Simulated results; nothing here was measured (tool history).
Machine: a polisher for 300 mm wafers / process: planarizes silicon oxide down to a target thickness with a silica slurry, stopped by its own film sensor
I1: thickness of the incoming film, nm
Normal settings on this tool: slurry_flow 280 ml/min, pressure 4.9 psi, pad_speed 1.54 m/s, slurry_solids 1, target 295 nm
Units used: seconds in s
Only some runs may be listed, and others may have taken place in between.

run 1 hour=0 | slurry_flow=280 pressure=4.9 pad_speed=1.54 slurry_solids=1 target=295 | I1=716.1 | seconds=82.6
run 2 hour=33.8 | slurry_flow=280 pressure=4.9 pad_speed=1.54 slurry_solids=1 target=295 | I1=719 | seconds=83
run 3 hour=98.4 | slurry_flow=280 pressure=4.9 pad_speed=1.54 slurry_solids=1 target=295 | I1=716.2 | seconds=86.8
-- hour=104.1 worn pad replaced by a new one
run 4 hour=124.6 | slurry_flow=280 pressure=4.9 pad_speed=1.54 slurry_solids=1 target=295 | I1=728.5 | seconds=84.4
-- hour=126.7 head pressure recalibrated
-- hour=161.5 conditioning disc replaced and pad reconditioned
run 5 hour=181 | slurry_flow=280 pressure=4.9 pad_speed=1.54 slurry_solids=1 target=295 | I1=733.6 | seconds=84.9
-- hour=211.5 slurry blender recalibrated
run 6 hour=229.2 | slurry_flow=280 pressure=4.9 pad_speed=1.54 slurry_solids=1 target=295 | I1=719.8 | seconds=84.4
run 7 hour=269.4 | slurry_flow=280 pressure=4.9 pad_speed=1.54 slurry_solids=1 target=295 | I1=719.7 | seconds=84.5
-- hour=301.9 worn pad replaced by a new one
run 8 hour=327.2 | slurry_flow=280 pressure=4.9 pad_speed=1.54 slurry_solids=1 target=295 | I1=731.6 | seconds=82.9
run 9 hour=373.3 | slurry_flow=280 pressure=4.9 pad_speed=1.54 slurry_solids=1 target=295 | I1=729.2 | seconds=83.3
run 10 hour=401.2 | slurry_flow=280 pressure=4.9 pad_speed=1.26 slurry_solids=1 target=295 | I1=720.8 | seconds=98
run 11 hour=445.8 | slurry_flow=280 pressure=4.9 pad_speed=1.54 slurry_solids=1 target=295 | I1=728.2 | seconds=85.6
-- hour=456.4 worn pad replaced by a new one
-- hour=460.7 slurry nozzle cleaned
-- hour=514.6 conditioning disc replaced and pad reconditioned
run 12 hour=517.4 | slurry_flow=280 pressure=3.7 pad_speed=1.54 slurry_solids=1 target=295 | I1=732.1 | seconds=111.5
run 13 hour=548.7 | slurry_flow=280 pressure=3.8 pad_speed=1.88 slurry_solids=0.8 target=228 | I1=726.7 | seconds=125.2
run 14 hour=584 | slurry_flow=205 pressure=4.9 pad_speed=1.54 slurry_solids=0.85 target=295 | I1=717.5 | seconds=96.5
-- hour=613.2 slurry blender recalibrated
-- hour=621.3 head pressure recalibrated
run 15 hour=640.2 | slurry_flow=280 pressure=4.9 pad_speed=1.4 slurry_solids=1 target=295 | I1=706.8 | seconds=88.6
-- hour=653.6 worn pad replaced by a new one
run 16 hour=678.5 | slurry_flow=280 pressure=4.9 pad_speed=1.54 slurry_solids=1 target=295 | I1=720.4 | seconds=82
run 17 hour=753.2 | slurry_flow=280 pressure=4.9 pad_speed=1.54 slurry_solids=1 target=295 | I1=710.5 | seconds=81.1
-- hour=776.6 conditioning disc replaced and pad reconditioned
run 18 hour=809.4 | slurry_flow=280 pressure=4.9 pad_speed=1.08 slurry_solids=0.8 target=295 | I1=729.5 | seconds=134.5
-- hour=819.8 worn pad replaced by a new one
run 19 hour=842.3 | slurry_flow=200 pressure=4.9 pad_speed=1.22 slurry_solids=0.8 target=295 | I1=726.4 | seconds=121.1
-- hour=867.7 slurry nozzle cleaned
run 20 hour=894.8 | slurry_flow=280 pressure=4.9 pad_speed=1.54 slurry_solids=1 target=295 | I1=734.4 | seconds=84.5

What if the next run were any one of these 3? Each begins from the tool's condition after run 20:
run A hour=895.2 | slurry_flow=280 pressure=4.9 pad_speed=1.54 slurry_solids=0.75 target=295 | I1=706.1 | seconds=?
run B hour=895.2 | slurry_flow=280 pressure=6.6 pad_speed=2.08 slurry_solids=1 target=208 | I1=706.1 | seconds=?
run C hour=895.2 | slurry_flow=280 pressure=4.9 pad_speed=1.54 slurry_solids=1 target=236 | I1=706.1 | seconds=?

run=A seconds=98
run=B seconds=55.6
run=C seconds=89.9
Without the tool's hidden state the same runs would have given:
run=A seconds=96.7
run=B seconds=54.9
run=C seconds=88.8
